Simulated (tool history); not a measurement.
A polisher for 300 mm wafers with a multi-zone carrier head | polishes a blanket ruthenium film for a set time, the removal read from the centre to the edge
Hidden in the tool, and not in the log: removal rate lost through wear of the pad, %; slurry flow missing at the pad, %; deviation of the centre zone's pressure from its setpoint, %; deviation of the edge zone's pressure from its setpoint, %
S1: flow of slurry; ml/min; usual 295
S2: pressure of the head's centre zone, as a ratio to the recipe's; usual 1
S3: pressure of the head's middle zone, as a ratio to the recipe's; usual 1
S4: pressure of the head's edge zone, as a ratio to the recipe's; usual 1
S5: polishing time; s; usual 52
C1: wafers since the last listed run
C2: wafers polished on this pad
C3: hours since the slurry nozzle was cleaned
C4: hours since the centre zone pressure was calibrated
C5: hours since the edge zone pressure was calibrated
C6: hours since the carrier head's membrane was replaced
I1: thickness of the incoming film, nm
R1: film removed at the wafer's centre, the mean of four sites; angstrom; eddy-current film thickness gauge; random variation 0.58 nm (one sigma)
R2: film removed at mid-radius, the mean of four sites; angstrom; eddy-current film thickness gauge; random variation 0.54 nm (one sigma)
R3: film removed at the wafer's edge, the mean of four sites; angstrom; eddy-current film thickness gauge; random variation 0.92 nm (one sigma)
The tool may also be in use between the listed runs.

{"run": 1, "hour": 0.0, "S1": 390, "S2": 1.05, "S3": 1.09, "S4": 1.12, "S5": 52, "C1": 0, "C2": 1703, "C3": 287.2, "C4": 26.5, "C5": 315.5, "C6": 910.9, "I1": 613.1, "R1": 780, "R2": 807, "R3": 765}
{"run": 2, "hour": 22.9, "S1": 255, "S2": 0.91, "S3": 1, "S4": 1, "S5": 52, "C1": 201, "C2": 1905, "C3": 310.1, "C4": 49.4, "C5": 338.4, "C6": 933.8, "I1": 618.2, "R1": 640, "R2": 707, "R3": 697}
{"hour": 29.4, "done": "carrier head's membrane replaced by a new one"}
{"run": 3, "hour": 40.7, "S1": 295, "S2": 1, "S3": 1, "S4": 1, "S5": 52, "C1": 112, "C2": 2018, "C3": 327.9, "C4": 67.2, "C5": 356.2, "C6": 11.3, "I1": 613.6, "R1": 708, "R2": 726, "R3": 691}
{"hour": 49.9, "done": "worn pad replaced by a new one"}
{"run": 4, "hour": 60.4, "S1": 295, "S2": 1.03, "S3": 1, "S4": 1, "S5": 52, "C1": 138, "C2": 92, "C3": 347.6, "C4": 86.9, "C5": 375.9, "C6": 31, "I1": 610.1, "R1": 712, "R2": 721, "R3": 704}
{"run": 5, "hour": 88.7, "S1": 295, "S2": 1, "S3": 1, "S4": 0.89, "S5": 52, "C1": 249, "C2": 341, "C3": 375.9, "C4": 115.2, "C5": 404.2, "C6": 59.3, "I1": 610.7, "R1": 691, "R2": 715, "R3": 658}
{"run": 6, "hour": 124.3, "S1": 260, "S2": 1, "S3": 0.9, "S4": 1.12, "S5": 60, "C1": 313, "C2": 655, "C3": 411.5, "C4": 150.8, "C5": 439.8, "C6": 94.9, "I1": 608.4, "R1": 768, "R2": 723, "R3": 794}
{"hour": 129.0, "done": "slurry nozzle cleaned"}
{"run": 7, "hour": 144.4, "S1": 295, "S2": 1, "S3": 1.1, "S4": 1, "S5": 41, "C1": 168, "C2": 824, "C3": 15.4, "C4": 170.9, "C5": 459.9, "C6": 115, "I1": 610.3, "R1": 587, "R2": 642, "R3": 577}
{"run": 8, "hour": 157.7, "S1": 295, "S2": 1.09, "S3": 1, "S4": 1.04, "S5": 52, "C1": 117, "C2": 941, "C3": 28.7, "C4": 184.2, "C5": 473.2, "C6": 128.3, "I1": 606.1, "R1": 810, "R2": 750, "R3": 736}
{"run": 9, "hour": 188.9, "S1": 365, "S2": 1, "S3": 1, "S4": 1, "S5": 52, "C1": 275, "C2": 1216, "C3": 59.9, "C4": 215.4, "C5": 504.4, "C6": 159.5, "I1": 613.6, "R1": 757, "R2": 766, "R3": 739}
{"run": 10, "hour": 207.4, "S1": 295, "S2": 1, "S3": 1, "S4": 1, "S5": 52, "C1": 163, "C2": 1379, "C3": 78.4, "C4": 233.9, "C5": 522.9, "C6": 178, "I1": 610, "R1": 735, "R2": 752, "R3": 715}
{"run": 11, "hour": 227.4, "S1": 295, "S2": 1.05, "S3": 1, "S4": 0.89, "S5": 52, "C1": 176, "C2": 1555, "C3": 98.4, "C4": 253.9, "C5": 542.9, "C6": 198, "I1": 607.5, "R1": 769, "R2": 761, "R3": 700}
{"run": 12, "hour": 273.2, "S1": 295, "S2": 1, "S3": 1.11, "S4": 1, "S5": 52, "C1": 403, "C2": 1959, "C3": 144.2, "C4": 299.7, "C5": 588.7, "C6": 243.8, "I1": 611.2, "R1": 723, "R2": 810, "R3": 728}
{"hour": 298.4, "done": "worn pad replaced by a new one"}
{"run": 13, "hour": 298.9, "S1": 295, "S2": 1, "S3": 1, "S4": 1, "S5": 36, "C1": 191, "C2": 4, "C3": 169.9, "C4": 325.4, "C5": 614.4, "C6": 269.5, "I1": 608.5, "R1": 509, "R2": 519, "R3": 501}
{"run": 14, "hour": 320.0, "S1": 220, "S2": 0.97, "S3": 1.04, "S4": 1, "S5": 70, "C1": 186, "C2": 190, "C3": 191, "C4": 346.5, "C5": 635.5, "C6": 290.6, "I1": 606.7, "R1": 912, "R2": 1004, "R3": 932}
{"run": 15, "hour": 348.0, "S1": 295, "S2": 1, "S3": 1, "S4": 1, "S5": 52, "C1": 246, "C2": 437, "C3": 219, "C4": 374.5, "C5": 663.5, "C6": 318.6, "I1": 613.6, "R1": 728, "R2": 746, "R3": 722}
{"run": 16, "hour": 363.2, "S1": 295, "S2": 1, "S3": 1.07, "S4": 1, "S5": 59, "C1": 134, "C2": 571, "C3": 234.2, "C4": 389.7, "C5": 678.7, "C6": 333.8, "I1": 615.5, "R1": 827, "R2": 891, "R3": 815}
{"run": 17, "hour": 384.8, "S1": 295, "S2": 1.07, "S3": 1, "S4": 0.92, "S5": 60, "C1": 190, "C2": 761, "C3": 255.8, "C4": 411.3, "C5": 700.3, "C6": 355.4, "I1": 614.8, "R1": 891, "R2": 847, "R3": 798}
{"run": 18, "hour": 419.9, "S1": 295, "S2": 1, "S3": 0.9, "S4": 1, "S5": 42, "C1": 309, "C2": 1071, "C3": 290.9, "C4": 446.4, "C5": 735.4, "C6": 390.5, "I1": 605.6, "R1": 575, "R2": 546, "R3": 591}
{"run": 19, "hour": 436.4, "S1": 295, "S2": 1, "S3": 1, "S4": 1, "S5": 52, "C1": 145, "C2": 1216, "C3": 307.4, "C4": 462.9, "C5": 751.9, "C6": 407, "I1": 608.3, "R1": 709, "R2": 732, "R3": 712}
{"hour": 458.8, "done": "slurry nozzle cleaned"}
{"run": 20, "hour": 467.6, "S1": 295, "S2": 1, "S3": 1, "S4": 1, "S5": 47, "C1": 266, "C2": 1482, "C3": 8.8, "C4": 494.1, "C5": 783.1, "C6": 438.2, "I1": 615.4, "R1": 669, "R2": 676, "R3": 644}
{"run": 21, "hour": 488.3, "S1": 250, "S2": 1, "S3": 0.96, "S4": 1, "S5": 52, "C1": 182, "C2": 1665, "C3": 29.5, "C4": 514.8, "C5": 803.8, "C6": 458.9, "I1": 613, "R1": 710, "R2": 708, "R3": 725}

How the hidden state differs across the entries between the runs, from the last listed run before each to the first after it:
Between runs 2 and 3: carrier head's membrane replaced by a new one (hour 29.4)
  slurry flow missing at the pad, %: 22.2 -> 24.7
  measured less the result without the state, R1: -28 -> -30 angstrom; R2: -27 -> -27 angstrom; R3: -19 -> -20 angstrom
Between runs 3 and 4: worn pad replaced by a new one (hour 49.9)
  slurry flow missing at the pad, %: 24.7 -> 27.8
  measured less the result without the state, R1: -30 -> -35 angstrom; R2: -27 -> -32 angstrom; R3: -20 -> -24 angstrom
Between runs 6 and 7: slurry nozzle cleaned (hour 129)
  slurry flow missing at the pad, %: 38.8 -> 0.175
  measured less the result without the state, R1: -76 -> +0 angstrom; R2: -63 -> +0 angstrom; R3: -50 -> +0 angstrom
Between runs 12 and 13: worn pad replaced by a new one (hour 298.4)
  slurry flow missing at the pad, %: 4.85 -> 6.69
  measured less the result without the state, R1: -4 -> -4 angstrom; R2: -5 -> -4 angstrom; R3: -4 -> -3 angstrom
Between runs 19 and 20: slurry nozzle cleaned (hour 458.8)
  slurry flow missing at the pad, %: 21.6 -> 3.49
  measured less the result without the state, R1: -25 -> -3 angstrom; R2: -23 -> -3 angstrom; R3: -17 -> -2 angstrom
